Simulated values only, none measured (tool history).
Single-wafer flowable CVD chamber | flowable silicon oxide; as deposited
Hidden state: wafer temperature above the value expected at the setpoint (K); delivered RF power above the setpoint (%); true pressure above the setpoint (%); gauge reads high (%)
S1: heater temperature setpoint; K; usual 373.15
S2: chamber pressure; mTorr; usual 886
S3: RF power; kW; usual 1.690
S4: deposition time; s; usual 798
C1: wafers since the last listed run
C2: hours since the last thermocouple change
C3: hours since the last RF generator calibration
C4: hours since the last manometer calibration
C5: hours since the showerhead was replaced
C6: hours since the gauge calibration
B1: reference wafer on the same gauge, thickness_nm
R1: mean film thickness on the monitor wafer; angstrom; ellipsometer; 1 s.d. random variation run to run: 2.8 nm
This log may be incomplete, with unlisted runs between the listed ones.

run	hour	S1	S2	S3	S4	C1	C2	C3	C4	C5	C6	B1	R1
1	0.0	373.15	886	1.690	798	0	145.0	1382.7	2548.2	4517.9	1738.8	561.949	6132.89
2	37.4	373.15	818	1.690	798	88	182.4	1420.1	2585.6	4555.3	1776.2	561.684	5606.71
3	69.6	373.15	818	1.690	798	76	214.6	1452.3	2617.8	4587.5	1808.4	560.551	5670.67
4	119.5	373.15	886	1.830	798	118	264.5	1502.2	2667.7	4637.4	1858.3	561.301	6202.16
5	164.5	373.15	886	1.830	798	106	309.5	1547.2	2712.7	4682.4	1903.3	560.694	6228.07
# hour 204.3: gauge calibrated
6	230.5	373.15	886	1.830	798	156	375.5	1613.2	2778.7	4748.4	26.2	561.685	6286.96
# hour 269.7: thermocouple changed; heater temperature recalibrated, repeated, since the last time left the tool worse
7	297.8	373.15	886	1.690	798	140	28.1	1680.5	2846.0	4815.7	93.5	560.842	5762.17
8	353.4	373.15	886	1.690	948	131	83.7	1736.1	2901.6	4871.3	149.1	560.131	6847.18
# hour 398.3: showerhead replaced
9	465.4	386.15	886	1.865	798	246	195.7	1848.1	3013.6	67.1	261.1	561.199	3871.75
10	494.4	373.15	694	1.690	642	68	224.7	1877.1	3042.6	96.1	290.1	561.262	3634.08
11	529.9	373.15	886	1.690	747	84	260.2	1912.6	3078.1	131.6	325.6	560.976	5425.83
12	563.1	373.15	886	1.690	798	78	293.4	1945.8	3111.3	164.8	358.8	561.593	5795.42
# hour 592.3: capacitance manometer re-zeroed and calibrated
13	597.6	385.15	886	1.415	798	62	327.9	1980.3	5.3	199.3	393.3	560.880	3831.00
14	661.8	373.15	886	1.690	909	152	392.1	2044.5	69.5	263.5	457.5	559.769	6584.25
15	707.1	373.15	886	1.690	798	107	437.4	2089.8	114.8	308.8	502.8	560.586	5801.26
16	767.5	362.15	676	1.690	798	143	497.8	2150.2	175.2	369.2	563.2	560.342	6278.23
17	794.2	373.15	886	1.690	798	63	524.5	2176.9	201.9	395.9	589.9	561.628	5796.68
18	829.4	361.15	1079	2.010	893	83	559.7	2212.1	237.1	431.1	625.1	560.495	11751.22
# hour 870.5: RF generator calibrated
19	884.7	373.15	886	1.690	798	112	615.0	14.2	292.4	486.4	680.4	560.633	5768.88
20	924.9	368.15	1103	1.925	690	95	655.2	54.4	332.6	526.6	720.6	559.922	7490.85
21	950.2	359.15	886	1.925	798	59	680.5	79.7	357.9	551.9	745.9	560.645	9100.74
22	984.0	360.15	691	1.540	798	80	714.3	113.5	391.7	585.7	779.7	560.981	6672.26
23	1012.2	379.15	1028	1.815	798	66	742.5	141.7	419.9	613.9	807.9	561.745	5577.69
24	1044.5	361.15	886	1.690	944	76	774.8	174.0	452.2	646.2	840.2	560.986	9957.68
25	1084.6	373.15	1021	1.935	644	95	814.9	214.1	492.3	686.3	880.3	560.896	5517.57
26	1132.7	373.15	886	1.845	798	114	863.0	262.2	540.4	734.4	928.4	561.371	5867.03
27	1174.8	373.15	886	1.690	798	99	905.1	304.3	582.5	776.5	970.5	561.321	5799.25
28	1244.7	373.15	886	1.690	798	165	975.0	374.2	652.4	846.4	1040.4	560.742	5842.34
29	1279.0	373.15	886	1.690	798	81	1009.3	408.5	686.7	880.7	1074.7	560.384	5812.64

Pick out some run-to-run changes in R1. Of each, how much would a tool without hidden state show as well, from the settings, what came in and chance, and how much is left for the hidden state and any gauge scatter not in both results compared?
Run 6 -> 7: S3 1.830 -> 1.690, thermocouple changed; heater temperature recalibrated, repeated, since the last time left the tool worse. R1 -524.79 angstrom: hidden state -378.79, all else -146.00.
Run 17 -> 18: S1 373.15 -> 361.15, S2 886 -> 1079, S3 1.690 -> 2.010, S4 798 -> 893. R1 +5954.54 angstrom: hidden state +46.50, all else +5908.04.
Run 18 -> 19: S1 361.15 -> 373.15, S2 1079 -> 886, S3 2.010 -> 1.690, S4 893 -> 798, RF generator calibrated. R1 -5982.34 angstrom: hidden state -40.45, all else -5941.89.
